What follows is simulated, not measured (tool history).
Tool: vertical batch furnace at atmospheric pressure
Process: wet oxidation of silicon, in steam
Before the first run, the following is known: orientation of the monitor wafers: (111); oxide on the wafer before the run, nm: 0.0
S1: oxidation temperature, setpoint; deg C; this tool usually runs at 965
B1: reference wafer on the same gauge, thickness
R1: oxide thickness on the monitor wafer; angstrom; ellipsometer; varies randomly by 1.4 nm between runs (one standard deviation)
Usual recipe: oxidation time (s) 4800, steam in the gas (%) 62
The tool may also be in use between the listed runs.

Run 1, hour 0.0: usual settings; B1 350.81. Result: R1 3880.3 angstrom.
Run 2, hour 27.8: usual settings; B1 351.05. Result: R1 3870.7 angstrom.
Run 3, hour 60.6: usual settings; B1 350.86. Result: R1 3890.1 angstrom.
Run 4, hour 90.7: usual settings; B1 350.98. Result: R1 3874.5 angstrom.
Run 5, hour 107.3: usual settings; B1 350.68. Result: R1 3900.8 angstrom.
Run 6, hour 126.7: usual settings; B1 351.07. Result: R1 3874.0 angstrom.
Run 7, hour 162.4: usual settings; B1 351.20. Result: R1 3871.7 angstrom.
Run 8, hour 177.3: usual settings; B1 351.22. Result: R1 3890.3 angstrom.
Run 9, hour 208.2: usual settings; B1 350.89. Result: R1 3886.6 angstrom.
Run 10, hour 242.9: usual settings but oxidation time (s) 4230; B1 350.65. Result: R1 3575.3 angstrom.
Run 11, hour 274.8: usual settings but oxidation time (s) 4230; B1 351.14. Result: R1 3561.2 angstrom.
Run 12, hour 302.9: usual settings but oxidation time (s) 4230; B1 351.23. Result: R1 3539.0 angstrom.
Run 13, hour 337.2: usual settings; B1 350.83. Result: R1 3892.0 angstrom.
At hour 366.5: thermocouples replaced and temperature profile calibrated.
Run 14, hour 367.0: usual settings; B1 350.96. Result: R1 3723.1 angstrom.
Run 15, hour 389.0: usual settings; B1 351.15. Result: R1 3747.4 angstrom.
Run 16, hour 419.3: usual settings but S1 974 deg C, oxidation time (s) 6060; B1 350.66. Result: R1 4624.8 angstrom.
Run 17, hour 450.6: usual settings but S1 974 deg C, oxidation time (s) 6060; B1 350.95. Result: R1 4643.0 angstrom.
At hour 465.4: gauge calibrated.
At hour 495.6: steam generator serviced.
Run 18, hour 496.1: usual settings; B1 351.15. Result: R1 3903.5 angstrom.
Run 19, hour 506.2: usual settings but S1 952 deg C; B1 351.01. Result: R1 3530.0 angstrom.
Run 20, hour 526.8: usual settings but S1 942 deg C, oxidation time (s) 6750, steam in the gas (%) 65; B1 351.09. Result: R1 4283.6 angstrom.
Run 21, hour 554.0: usual settings; B1 350.81. Result: R1 3876.7 angstrom.
Run 22, hour 573.3: usual settings but S1 983 deg C, oxidation time (s) 5970, steam in the gas (%) 53; B1 351.08. Result: R1 4550.5 angstrom.
Run 23, hour 604.8: usual settings but S1 980 deg C, oxidation time (s) 3840, steam in the gas (%) 51; B1 351.02. Result: R1 3236.6 angstrom.
Run 24, hour 626.3: usual settings but steam in the gas (%) 50; B1 350.95. Result: R1 3331.5 angstrom.
Run 25, hour 649.5: usual settings but S1 946 deg C, oxidation time (s) 5640, steam in the gas (%) 53; B1 350.94. Result: R1 3356.2 angstrom.
Run 26, hour 662.3: usual settings but oxidation time (s) 4230; B1 351.03. Result: R1 3549.2 angstrom.
Run 27, hour 681.3: usual settings but S1 941 deg C, oxidation time (s) 2940; B1 350.99. Result: R1 2211.3 angstrom.
Run 28, hour 709.0: usual settings but S1 975 deg C; B1 351.26. Result: R1 4149.0 angstrom.
Run 29, hour 736.4: usual settings; B1 351.00. Result: R1 3850.3 angstrom.
Run 30, hour 764.1: usual settings; B1 351.02. Result: R1 3847.2 angstrom.
Run 31, hour 785.4: usual settings but S1 976 deg C, oxidation time (s) 6240, steam in the gas (%) 53; B1 351.07. Result: R1 4463.6 angstrom.
Run 32, hour 803.8: usual settings but S1 974 deg C, oxidation time (s) 6210; B1 350.90. Result: R1 4846.6 angstrom.
Run 33, hour 831.4: usual settings but S1 957 deg C; B1 350.91. Result: R1 3641.4 angstrom.
Run 34, hour 858.8: usual settings; B1 350.57. Result: R1 3850.3 angstrom.
Run 35, hour 887.4: usual settings but S1 948 deg C, oxidation time (s) 5550; B1 350.80. Result: R1 3754.8 angstrom.
Run 36, hour 916.0: usual settings but S1 948 deg C, oxidation time (s) 5550; B1 350.98. Result: R1 3750.5 angstrom.
Run 37, hour 928.1: usual settings but steam in the gas (%) 72; B1 350.83. Result: R1 4245.1 angstrom.
Run 38, hour 941.4: usual settings but S1 977 deg C, oxidation time (s) 6990, steam in the gas (%) 70; B1 351.07. Result: R1 5757.4 angstrom.
Run 39, hour 969.6: usual settings; B1 350.74. Result: R1 3825.0 angstrom.

Each row is a separate what-if for the run after 39, all from the same tool condition, not one after another. Results?
Run A, hour 975.0: usual settings; B1 ?. Result: R1 ?.
Run B, hour 975.0: usual settings but steam in the gas (%) 54; B1 ?. Result: R1 ?.
Run C, hour 975.0: usual settings but S1 976 deg C, oxidation time (s) 4110, steam in the gas (%) 54; B1 ?. Result: R1 ?.

run      B1      R1
  A  351.02  3854.0
  B  351.02  3507.0
  C  351.02  3417.9
Had the tool no hidden state, the same runs would have come out as:
run      R1
  A  3890.2
  B  3538.8
  C  3450.1
